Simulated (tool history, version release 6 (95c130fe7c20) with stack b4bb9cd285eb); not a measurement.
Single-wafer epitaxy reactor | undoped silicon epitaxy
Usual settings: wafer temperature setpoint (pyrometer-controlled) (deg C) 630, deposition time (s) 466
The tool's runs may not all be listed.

run	hour	wafer temperature setpoint (pyrometer-controlled) (deg C)	deposition time (s)	wafers since the last listed run	hours since the last pyrometer calibration	hours since the gauge calibration	read-back reference wafer on the same gauge, thickness_nm	mean film thickness on the monitor wafer (Å)
1	0.0	625	406	0	888.9	771.0	58.319	389.21
2	44.7	630	506	125	933.6	815.7	58.442	555.31
3	88.6	630	466	122	977.5	859.6	58.502	506.26
4	156.0	630	466	188	1044.9	927.0	58.260	504.94
# hour 190.2: pyrometer calibrated
5	251.3	630	466	244	61.1	1022.3	58.382	534.51
6	314.6	630	466	177	124.4	1085.6	58.341	531.15
7	376.5	630	466	173	186.3	1147.5	58.404	530.54
8	424.7	622	466	135	234.5	1195.7	58.436	435.89
9	502.9	626	466	219	312.7	1273.9	58.391	477.83
10	548.1	626	466	126	357.9	1319.1	58.385	477.75
11	631.3	630	466	233	441.1	1402.3	58.450	525.50
12	678.8	630	466	133	488.6	1449.8	58.323	525.74
13	778.2	630	466	278	588.0	1549.2	58.343	525.76
14	829.1	630	466	142	638.9	1600.1	58.394	525.91
15	920.5	630	422	256	730.3	1691.5	58.447	467.08
16	1029.6	630	466	305	839.4	1800.6	58.409	513.36
17	1089.6	630	466	168	899.4	1860.6	58.398	512.59
# hour 1141.5: pyrometer calibrated
18	1187.4	630	466	251	45.9	1958.4	58.444	536.64
19	1242.9	630	466	155	101.4	2013.9	58.456	529.92
20	1307.0	619	466	179	165.5	2078.0	58.430	398.09
21	1394.4	619	466	244	252.9	2165.4	58.372	399.88
# hour 1403.2: gauge calibrated
22	1456.7	640	520	174	315.2	53.5	58.375	765.59
23	1521.5	640	466	181	380.0	118.3	58.457	686.62
24	1612.2	619	466	254	470.7	209.0	58.429	396.79
25	1709.7	626	384	273	568.2	306.5	58.397	390.81
26	1788.9	630	466	221	647.4	385.7	58.433	521.75
27	1837.3	644	466	135	695.8	434.1	58.382	746.14
28	1894.1	630	466	159	752.6	490.9	58.422	518.65
29	1955.2	641	539	171	813.7	552.0	58.408	799.11
30	2049.4	617	412	263	907.9	646.2	58.390	321.34
# hour 2058.6: pyrometer calibrated
31	2152.8	626	515	267	94.2	749.6	58.326	522.59
32	2252.5	643	420	279	193.9	849.3	58.323	660.59
33	2291.4	630	466	108	232.8	888.2	58.469	526.18
34	2332.5	630	466	115	273.9	929.3	58.318	527.80
35	2371.9	638	524	110	313.3	968.7	58.391	734.57
36	2422.9	625	466	142	364.3	1019.7	58.458	458.75
37	2524.6	622	401	284	466.0	1121.4	58.342	365.09
38	2571.5	626	466	131	512.9	1168.3	58.361	472.22
39	2633.4	634	466	173	574.8	1230.2	58.450	581.64
40	2722.6	638	466	249	664.0	1319.4	58.447	632.71
41	2778.0	630	525	155	719.4	1374.8	58.361	584.29
42	2840.4	630	545	174	781.8	1437.2	58.355	600.17

The tool's hidden state at each run:
gauge reads high (%): 0 in every run
H1: wafer temperature above the value expected at the setpoint (K)
run	H1
1	-1.58
2	-1.73
3	-1.89
4	-2.15
5	0.0565
6	0.0342
7	-0.0023
8	-0.0408
9	-0.122
10	-0.18
11	-0.306
12	-0.39
13	-0.593
14	-0.711
15	-0.949
16	-1.27
17	-1.47
18	0.175
19	0.159
20	0.127
21	0.0574
22	-0.00977
23	-0.0953
24	-0.242
25	-0.434
26	-0.617
27	-0.74
28	-0.896
29	-1.08
30	-1.39
31	-0.167
32	-0.222
33	-0.253
34	-0.293
35	-0.337
36	-0.402
37	-0.563
38	-0.65
39	-0.777
40	-0.987
41	-1.13
42	-1.31
